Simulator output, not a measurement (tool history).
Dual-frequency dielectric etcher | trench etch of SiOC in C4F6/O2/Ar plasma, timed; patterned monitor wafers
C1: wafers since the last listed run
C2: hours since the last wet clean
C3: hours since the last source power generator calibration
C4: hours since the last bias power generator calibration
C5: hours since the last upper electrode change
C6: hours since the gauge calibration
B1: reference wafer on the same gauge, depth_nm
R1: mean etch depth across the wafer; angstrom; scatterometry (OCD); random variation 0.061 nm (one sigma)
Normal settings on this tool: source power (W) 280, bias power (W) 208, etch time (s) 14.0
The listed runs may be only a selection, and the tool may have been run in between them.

{"run": 1, "day": 0.0, "source power (W)": 260, "bias power (W)": 208, "etch time (s)": 14.0, "C1": 0, "C2": 172.8, "C3": 3541.8, "C4": 3349.6, "C5": 2466.0, "C6": 469.9, "B1": 31.18, "R1": 268.0}
{"run": 2, "day": 1.538, "source power (W)": 280, "bias power (W)": 208, "etch time (s)": 11.0, "C1": 574, "C2": 209.7, "C3": 3578.7, "C4": 3386.5, "C5": 2502.9, "C6": 506.8, "B1": 31.21, "R1": 215.1}
{"run": 3, "day": 3.775, "source power (W)": 280, "bias power (W)": 208, "etch time (s)": 14.0, "C1": 836, "C2": 263.4, "C3": 3632.4, "C4": 3440.2, "C5": 2556.6, "C6": 560.5, "B1": 31.19, "R1": 274.6}
{"run": 4, "day": 6.192, "source power (W)": 280, "bias power (W)": 208, "etch time (s)": 14.0, "C1": 903, "C2": 321.4, "C3": 3690.4, "C4": 3498.2, "C5": 2614.6, "C6": 618.5, "B1": 31.2, "R1": 275.1}
{"run": 5, "day": 8.675, "source power (W)": 280, "bias power (W)": 208, "etch time (s)": 14.0, "C1": 928, "C2": 381.0, "C3": 3750.0, "C4": 3557.8, "C5": 2674.2, "C6": 678.1, "B1": 31.21, "R1": 277.7}
{"day": 12.004, "done": "upper electrode replaced"}
{"run": 6, "day": 12.025, "source power (W)": 280, "bias power (W)": 208, "etch time (s)": 14.0, "C1": 878, "C2": 461.4, "C3": 3830.4, "C4": 3638.2, "C5": 0.5, "C6": 758.5, "B1": 31.21, "R1": 277.6}
{"run": 7, "day": 12.733, "source power (W)": 280, "bias power (W)": 232, "etch time (s)": 11.5, "C1": 264, "C2": 478.4, "C3": 3847.4, "C4": 3655.2, "C5": 17.5, "C6": 775.5, "B1": 31.2, "R1": 238.0}
{"day": 14.271, "done": "wet clean of the chamber"}
{"day": 14.338, "done": "source power generator calibrated"}
{"run": 8, "day": 14.912, "source power (W)": 280, "bias power (W)": 208, "etch time (s)": 14.0, "C1": 415, "C2": 15.4, "C3": 13.8, "C4": 3707.5, "C5": 69.8, "C6": 827.8, "B1": 31.2, "R1": 272.2}
{"day": 15.642, "done": "gauge calibrated"}
{"run": 9, "day": 16.8, "source power (W)": 320, "bias power (W)": 166, "etch time (s)": 17.0, "C1": 705, "C2": 60.7, "C3": 59.1, "C4": 3752.8, "C5": 115.1, "C6": 27.8, "B1": 31.2, "R1": 316.1}
{"run": 10, "day": 18.054, "source power (W)": 280, "bias power (W)": 236, "etch time (s)": 11.0, "C1": 468, "C2": 90.8, "C3": 89.2, "C4": 3782.9, "C5": 145.2, "C6": 57.9, "B1": 31.22, "R1": 226.1}
{"run": 11, "day": 19.467, "source power (W)": 310, "bias power (W)": 182, "etch time (s)": 13.0, "C1": 528, "C2": 124.7, "C3": 123.1, "C4": 3816.8, "C5": 179.1, "C6": 91.8, "B1": 31.19, "R1": 249.6}
{"day": 19.8, "done": "bias power generator calibrated"}
{"run": 12, "day": 21.483, "source power (W)": 280, "bias power (W)": 208, "etch time (s)": 14.0, "C1": 691, "C2": 173.1, "C3": 171.5, "C4": 40.4, "C5": 227.5, "C6": 140.2, "B1": 31.2, "R1": 275.2}
{"run": 13, "day": 24.333, "source power (W)": 320, "bias power (W)": 179, "etch time (s)": 12.5, "C1": 1065, "C2": 241.5, "C3": 239.9, "C4": 108.8, "C5": 295.9, "C6": 208.6, "B1": 31.2, "R1": 243.1}
{"run": 14, "day": 26.258, "source power (W)": 240, "bias power (W)": 236, "etch time (s)": 15.5, "C1": 719, "C2": 287.7, "C3": 286.1, "C4": 155.0, "C5": 342.1, "C6": 254.8, "B1": 31.2, "R1": 309.0}
{"run": 15, "day": 27.938, "source power (W)": 350, "bias power (W)": 208, "etch time (s)": 10.5, "C1": 627, "C2": 328.0, "C3": 326.4, "C4": 195.3, "C5": 382.4, "C6": 295.1, "B1": 31.21, "R1": 222.2}

Below are 5 alternative next runs, each starting from the tool's condition after run 15. Predict each:
{"run": "A", "day": 27.954, "source power (W)": 280, "bias power (W)": 243, "etch time (s)": 14.0, "C1": 6, "C2": 328.4, "C3": 326.8, "C4": 195.7, "C5": 382.8, "C6": 295.5, "B1": "?", "R1": "?"}
{"run": "B", "day": 27.954, "source power (W)": 300, "bias power (W)": 249, "etch time (s)": 17.0, "C1": 6, "C2": 328.4, "C3": 326.8, "C4": 195.7, "C5": 382.8, "C6": 295.5, "B1": "?", "R1": "?"}
{"run": "C", "day": 27.954, "source power (W)": 280, "bias power (W)": 208, "etch time (s)": 12.0, "C1": 6, "C2": 328.4, "C3": 326.8, "C4": 195.7, "C5": 382.8, "C6": 295.5, "B1": "?", "R1": "?"}
{"run": "D", "day": 27.954, "source power (W)": 350, "bias power (W)": 208, "etch time (s)": 14.0, "C1": 6, "C2": 328.4, "C3": 326.8, "C4": 195.7, "C5": 382.8, "C6": 295.5, "B1": "?", "R1": "?"}
{"run": "E", "day": 27.954, "source power (W)": 220, "bias power (W)": 258, "etch time (s)": 11.5, "C1": 6, "C2": 328.4, "C3": 326.8, "C4": 195.7, "C5": 382.8, "C6": 295.5, "B1": "?", "R1": "?"}

run=A B1=31.21 R1=295.3
run=B B1=31.21 R1=369.1
run=C B1=31.21 R1=238.2
run=D B1=31.21 R1=296.5
run=E B1=31.21 R1=232.9
Without the tool's hidden state the same runs would have given:
run=A R1=289.0
run=B R1=361.2
run=C R1=233.1
run=D R1=290.1
run=E R1=227.9

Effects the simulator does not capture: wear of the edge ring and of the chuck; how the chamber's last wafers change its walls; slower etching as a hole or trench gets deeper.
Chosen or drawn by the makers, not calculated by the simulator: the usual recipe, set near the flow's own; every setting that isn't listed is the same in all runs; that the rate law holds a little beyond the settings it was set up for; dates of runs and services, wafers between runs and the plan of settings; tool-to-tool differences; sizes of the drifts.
